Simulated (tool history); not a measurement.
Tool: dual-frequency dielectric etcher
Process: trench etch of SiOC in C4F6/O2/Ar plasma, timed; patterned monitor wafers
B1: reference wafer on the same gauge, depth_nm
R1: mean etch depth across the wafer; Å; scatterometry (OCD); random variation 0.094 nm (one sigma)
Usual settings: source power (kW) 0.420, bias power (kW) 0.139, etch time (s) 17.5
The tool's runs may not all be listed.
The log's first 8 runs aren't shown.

{"run": 9, "hour": 437.7, "source power (kW)": 0.42, "bias power (kW)": 0.139, "etch time (s)": 17.5, "B1": 34.52, "R1": 320.0}
{"hour": 449.7, "done": "gauge calibrated"}
{"run": 10, "hour": 474.4, "source power (kW)": 0.42, "bias power (kW)": 0.139, "etch time (s)": 17.5, "B1": 33.93, "R1": 314.1}
{"hour": 513.2, "done": "bias power generator calibrated"}
{"hour": 566.1, "done": "upper electrode replaced"}
{"run": 11, "hour": 566.6, "source power (kW)": 0.42, "bias power (kW)": 0.139, "etch time (s)": 17.5, "B1": 33.93, "R1": 313.1}
{"run": 12, "hour": 571.4, "source power (kW)": 0.42, "bias power (kW)": 0.139, "etch time (s)": 17.5, "B1": 33.95, "R1": 313.2}
{"run": 13, "hour": 624.6, "source power (kW)": 0.42, "bias power (kW)": 0.139, "etch time (s)": 17.5, "B1": 33.94, "R1": 316.3}
{"hour": 689.0, "done": "wet clean of the chamber"}
{"run": 14, "hour": 692.5, "source power (kW)": 0.42, "bias power (kW)": 0.165, "etch time (s)": 17.5, "B1": 34.0, "R1": 332.4}
{"run": 15, "hour": 722.7, "source power (kW)": 0.42, "bias power (kW)": 0.139, "etch time (s)": 17.5, "B1": 33.97, "R1": 314.6}
{"run": 16, "hour": 774.5, "source power (kW)": 0.42, "bias power (kW)": 0.139, "etch time (s)": 17.5, "B1": 34.02, "R1": 315.2}
{"run": 17, "hour": 835.9, "source power (kW)": 0.48, "bias power (kW)": 0.108, "etch time (s)": 16.0, "B1": 34.08, "R1": 274.8}
{"run": 18, "hour": 877.1, "source power (kW)": 0.42, "bias power (kW)": 0.166, "etch time (s)": 17.5, "B1": 34.11, "R1": 334.8}
{"run": 19, "hour": 902.7, "source power (kW)": 0.35, "bias power (kW)": 0.173, "etch time (s)": 17.5, "B1": 34.12, "R1": 328.0}
{"run": 20, "hour": 948.2, "source power (kW)": 0.42, "bias power (kW)": 0.158, "etch time (s)": 16.0, "B1": 34.16, "R1": 302.2}
{"run": 21, "hour": 972.8, "source power (kW)": 0.49, "bias power (kW)": 0.125, "etch time (s)": 15.0, "B1": 34.11, "R1": 270.1}
{"run": 22, "hour": 1044.6, "source power (kW)": 0.42, "bias power (kW)": 0.153, "etch time (s)": 17.5, "B1": 34.25, "R1": 329.1}
{"hour": 1101.6, "done": "source power generator calibrated"}
{"run": 23, "hour": 1102.1, "source power (kW)": 0.46, "bias power (kW)": 0.139, "etch time (s)": 17.5, "B1": 34.24, "R1": 325.2}
{"run": 24, "hour": 1134.0, "source power (kW)": 0.49, "bias power (kW)": 0.125, "etch time (s)": 15.0, "B1": 34.3, "R1": 272.0}
{"hour": 1195.7, "done": "wet clean of the chamber"}
{"run": 25, "hour": 1241.3, "source power (kW)": 0.42, "bias power (kW)": 0.139, "etch time (s)": 17.5, "B1": 34.47, "R1": 317.5}
{"run": 26, "hour": 1271.0, "source power (kW)": 0.42, "bias power (kW)": 0.139, "etch time (s)": 20.5, "B1": 34.52, "R1": 373.0}
{"run": 27, "hour": 1340.4, "source power (kW)": 0.42, "bias power (kW)": 0.139, "etch time (s)": 17.5, "B1": 34.61, "R1": 320.3}
{"hour": 1375.3, "done": "gauge calibrated"}
{"run": 28, "hour": 1388.3, "source power (kW)": 0.42, "bias power (kW)": 0.15, "etch time (s)": 17.5, "B1": 33.84, "R1": 322.9}
{"run": 29, "hour": 1424.3, "source power (kW)": 0.42, "bias power (kW)": 0.139, "etch time (s)": 17.5, "B1": 33.85, "R1": 311.6}
{"run": 30, "hour": 1528.2, "source power (kW)": 0.46, "bias power (kW)": 0.139, "etch time (s)": 17.5, "B1": 33.87, "R1": 319.0}

Forecast each of these 4 alternatives for the next run:
{"run": "A", "hour": 1528.6, "source power (kW)": 0.42, "bias power (kW)": 0.139, "etch time (s)": 21.0, "B1": "?", "R1": "?"}
{"run": "B", "hour": 1528.6, "source power (kW)": 0.51, "bias power (kW)": 0.15, "etch time (s)": 14.5, "B1": "?", "R1": "?"}
{"run": "C", "hour": 1528.6, "source power (kW)": 0.42, "bias power (kW)": 0.16, "etch time (s)": 17.5, "B1": "?", "R1": "?"}
{"run": "D", "hour": 1528.6, "source power (kW)": 0.42, "bias power (kW)": 0.112, "etch time (s)": 20.0, "B1": "?", "R1": "?"}

run=A B1=33.91 R1=375.5
run=B B1=33.91 R1=276.8
run=C B1=33.91 R1=328.0
run=D B1=33.91 R1=333.3
Without the tool's hidden state the same runs would have given:
run=A R1=375.5
run=B R1=276.8
run=C R1=328.0
run=D R1=333.3
